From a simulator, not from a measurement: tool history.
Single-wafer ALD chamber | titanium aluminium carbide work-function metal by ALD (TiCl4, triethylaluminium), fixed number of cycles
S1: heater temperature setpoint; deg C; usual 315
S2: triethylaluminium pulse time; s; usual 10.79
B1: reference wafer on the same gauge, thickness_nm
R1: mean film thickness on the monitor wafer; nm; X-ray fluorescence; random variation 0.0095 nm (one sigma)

| run | day | S1 | S2 | B1 | R1 |
|---|---|---|---|---|---|
| 1 | 0 | 304 | 9.61 | 2.307 | 2.117 |
| 2 | 13.217 | 304 | 9.61 | 2.311 | 2.114 |
| 3 | 16.171 | 304 | 9.61 | 2.309 | 2.117 |
| 4 | 20.204 | 315 | 7.44 | 2.309 | 2.142 |
| 5 | 24.342 | 315 | 7.44 | 2.31 | 2.125 |
| 6 | 26.579 | 315 | 10.79 | 2.31 | 2.202 |
|  | 28.625 | thermocouple changed; heater temperature recalibrated |
| 7 | 29.217 | 315 | 10.79 | 2.314 | 2.168 |
| 8 | 30.75 | 315 | 10.79 | 2.311 | 2.166 |
|  | 31.588 | triethylaluminium bottle replaced |
| 9 | 34.05 | 315 | 10.79 | 2.312 | 2.234 |
|  | 35.333 | gauge calibrated |
| 10 | 36.588 | 315 | 10.79 | 2.308 | 2.203 |
| 11 | 40.925 | 305 | 10.79 | 2.31 | 2.145 |
| 12 | 42.988 | 310 | 12.56 | 2.313 | 2.202 |
|  | 46.129 | showerhead replaced |
| 13 | 47.229 | 324 | 8.79 | 2.309 | 2.27 |
| 14 | 51.296 | 325 | 12.2 | 2.31 | 2.333 |
| 15 | 52.888 | 315 | 10.79 | 2.309 | 2.228 |
| 16 | 54.671 | 311 | 14.41 | 2.309 | 2.228 |
| 17 | 57.692 | 305 | 7.52 | 2.311 | 2.07 |
| 18 | 61.725 | 315 | 13.06 | 2.312 | 2.24 |
| 19 | 64.979 | 307 | 9.09 | 2.312 | 2.122 |
| 20 | 67.738 | 307 | 9.09 | 2.308 | 2.127 |
|  | 70.3 | thermocouple changed; heater temperature recalibrated |
| 21 | 71.817 | 315 | 10.79 | 2.308 | 2.163 |
| 22 | 75.996 | 315 | 10.79 | 2.31 | 2.172 |
| 23 | 77.854 | 315 | 10.79 | 2.309 | 2.17 |

Run 24 comes next. What will it give?
|  | 78.575 | triethylaluminium bottle replaced |
| 24 | 79.621 | 301 | 12.54 | ? | ? |

B1: 2.31
R1: 2.118 nm
Without the tool's hidden state the same run would have given R1 2.103 nm.
